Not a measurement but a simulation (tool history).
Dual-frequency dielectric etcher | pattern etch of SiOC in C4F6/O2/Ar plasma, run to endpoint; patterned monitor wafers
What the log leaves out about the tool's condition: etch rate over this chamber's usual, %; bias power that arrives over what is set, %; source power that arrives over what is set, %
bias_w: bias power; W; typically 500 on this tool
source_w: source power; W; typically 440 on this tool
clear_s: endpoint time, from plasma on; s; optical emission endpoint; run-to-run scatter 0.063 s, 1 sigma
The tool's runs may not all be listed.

run   hour  bias_w  source_w  wafers since the last listed run  hours since the last wet clean  hours since the last bias power generator calibration  hours since the last source power generator calibration  hours since the last upper electrode change  incoming incoming film thickness, nm  clear_s
  1    0.0     549       440                                 0                           278.1                                                 4951.2                                                   2155.1                                       3309.6                                 42.45     12.2
  2   28.0     449       410                               432                           306.1                                                 4979.2                                                   2183.1                                       3337.6                                 42.50     13.6
  3   37.7     500       440                               149                           315.8                                                 4988.9                                                   2192.8                                       3347.3                                 42.37     12.6
  4   49.6     500       440                               183                           327.7                                                 5000.8                                                   2204.7                                       3359.2                                 42.52     12.7
  5   67.4     500       410                               274                           345.5                                                 5018.6                                                   2222.5                                       3377.0                                 42.33     12.9
      91.7  -- upper electrode replaced
  6   92.2     500       440                                12                           370.3                                                 5043.4                                                   2247.3                                          0.5                                 42.48     12.6
  7  101.1     500       440                               137                           379.2                                                 5052.3                                                   2256.2                                          9.4                                 42.46     12.6
     109.2  -- bias power generator calibrated
     126.9  -- wet clean of the chamber
  8  127.4     500       440                                71                             0.5                                                   18.2                                                   2282.5                                         35.7                                 42.21     13.1
  9  127.7     500       340                                 4                             0.8                                                   18.5                                                   2282.8                                         36.0                                 41.63     14.0
 10  128.2     500       440                                 7                             1.3                                                   19.0                                                   2283.3                                         36.5                                 42.52     13.1
 11  143.8     535       440                               240                            16.9                                                   34.6                                                   2298.9                                         52.1                                 41.94     12.5
     153.7  -- source power generator calibrated
 12  155.0     561       340                               111                            28.1                                                   45.8                                                      1.3                                         63.3                                 42.24     13.4
 13  171.4     500       440                               253                            44.5                                                   62.2                                                     17.7                                         79.7                                 42.67     13.2
 14  179.0     500       440                               117                            52.1                                                   69.8                                                     25.3                                         87.3                                 42.10     12.9
 15  185.9     540       510                               106                            59.0                                                   76.7                                                     32.2                                         94.2                                 42.39     11.9
 16  200.4     500       350                               223                            73.5                                                   91.2                                                     46.7                                        108.7                                 42.26     14.0

Below are 5 alternative next runs, each starting from the tool's condition after run 16. Predict each:
  A  200.8     589       440                                 6                            73.9                                                   91.6                                                     47.1                                        109.1                                 42.18        ?
  B  200.8     457       440                                 6                            73.9                                                   91.6                                                     47.1                                        109.1                                 42.18        ?
  C  200.8     612       440                                 6                            73.9                                                   91.6                                                     47.1                                        109.1                                 42.18        ?
  D  200.8     553       360                                 6                            73.9                                                   91.6                                                     47.1                                        109.1                                 42.18        ?
  E  200.8     395       540                                 6                            73.9                                                   91.6                                                     47.1                                        109.1                                 42.18        ?

run  clear_s
  A     11.9
  B     13.4
  C     11.7
  D     13.1
  E     13.3
Had the tool no hidden state, the same runs would have come out as:
run  clear_s
  A     12.1
  B     13.6
  C     11.9
  D     13.3
  E     13.5
